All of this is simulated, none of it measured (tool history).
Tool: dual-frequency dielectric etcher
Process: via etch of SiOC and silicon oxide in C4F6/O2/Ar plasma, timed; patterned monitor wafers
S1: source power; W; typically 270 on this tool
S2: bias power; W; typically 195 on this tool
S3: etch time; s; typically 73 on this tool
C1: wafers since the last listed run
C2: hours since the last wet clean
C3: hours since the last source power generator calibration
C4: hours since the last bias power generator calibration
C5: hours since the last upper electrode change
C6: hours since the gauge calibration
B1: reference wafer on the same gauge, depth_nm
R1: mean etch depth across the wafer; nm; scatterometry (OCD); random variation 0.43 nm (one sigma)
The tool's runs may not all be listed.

run   hour   S1   S2    S3   C1     C2      C3      C4      C5      C6    B1    R1
  1      0  270  195    73    0  201.7  4324.6  3790.8  4400.7   917.1  60.4  68.9
  2   19.6  270  195    73  118  221.3  4344.2  3810.4  4420.3   936.7  60.5  69.5
  3   37.5  270  195    73  108  239.2  4362.1  3828.3  4438.2   954.6  60.4    68
  4   65.7  270  195    73  170  267.4  4390.3  3856.5  4466.4   982.8  60.5  67.8
  5   96.8  270  195    73  188  298.5  4421.4  3887.6  4497.5  1013.9  60.4  67.9
  6  117.8  270  195    73  126  319.5  4442.4  3908.6  4518.5  1034.9  60.5  67.9
     139.3  -- bias power generator calibrated
  7  150.7  270  195    73  174  352.4  4475.3    11.4  4551.4  1067.8  60.5    68
  8  169.7  270  195    73  114  371.4  4494.3    30.4  4570.4  1086.8  60.4  67.5
     170.6  -- gauge calibrated
     187.5  -- source power generator calibrated
  9  187.9  270  228    73   85  389.6     0.4    48.6  4588.6    17.3  60.4  70.6
 10  218.7  270  228    73  186  420.4    31.2    79.4  4619.4    48.1  60.5  70.2
 11  242.2  270  228    73  142  443.9    54.7   102.9  4642.9    71.6  60.5  69.5
 12  255.1  270  174    73   78  456.8    67.6   115.8  4655.8    84.5  60.5  65.1
 13  284.8  250  234    73  179  486.5    97.3   145.5  4685.5   114.2  60.4  68.1
 14  297.1  270  238    73   74  498.8   109.6   157.8  4697.8   126.5  60.5  70.3
 15    325  240  195  83.5  168  526.7   137.5   185.7  4725.7   154.4  60.6  72.1
 16  354.5  330  228    73  178  556.2     167   215.2  4755.2   183.9  60.6  74.8
     382.3  -- wet clean of the chamber
 17  384.3  330  239    62   35      2   196.8     245    4785   213.7  60.6  68.3
 18  396.8  290  212    56   75   14.5   209.3   257.5  4797.5   226.2  60.4  56.1
 19  421.5  270  195    73  149   39.2     234   282.2  4822.2   250.9  60.6  68.8
     502.9  -- upper electrode replaced, of another model than before
 20  503.4  320  178    58  350  121.1   315.9   364.1     0.5   332.8  60.5  57.7
 21  532.3  270  195    73  174    150   344.8     393    29.4   361.7  60.5  68.8
 22  561.3  270  195    73  175    179   373.8     422    58.4   390.7  60.5  68.9
 23  581.5  330  228    58  122  199.2     394   442.2    78.6   410.9  60.6    64
 24  675.8  270  195    73  570  293.5   488.3   536.5   172.9   505.2  60.5  68.7
 25  708.7  230  171    59  198  326.4   521.2   569.4   205.8   538.1  60.5  46.9
 26  722.5  290  213    73   83  340.2     535   583.2   219.6   551.9  60.6  72.4
 27  748.4  230  169    59  156  366.1   560.9   609.1   245.5   577.8  60.5  46.2
 28    763  250  232    55   88  380.7   575.5   623.7   260.1   592.4  60.4  52.2
 29  775.6  250  195    73   76  393.3   588.1   636.3   272.7     605  60.5  64.4
 30  796.5  270  195  66.5  126  414.2     609   657.2   293.6   625.9  60.5  60.7
 31  813.1  270  195    73  100  430.8   625.6   673.8   310.2   642.5  60.5    66

Measured result minus the same run's result without the hidden state. Both carry the same run-to-run variation, though not necessarily the same gauge scatter:
Unlogged tool condition in this case: etch rate over this chamber's usual, %; source power that arrives over what is set, %; bias power that arrives over what is set, %; gauge reads high (%).
run    R1
  1  -1.2
  2  -1.4
  3  -1.4
  4  -1.6
  5  -1.9
  6    -2
  7  -2.2
  8  -2.4
  9  -2.7
 10  -2.9
 11    -3
 12  -2.9
 13  -3.3
 14  -3.4
 15  -3.7
 16  -4.2
 17  -0.1
 18  -0.2
 19  -0.4
 20  -0.9
 21  -1.2
 22  -1.4
 23  -1.4
 24  -2.2
 25  -1.7
 26  -2.8
 27  -1.8
 28  -2.2
 29  -2.8
 30  -2.8
 31  -3.2
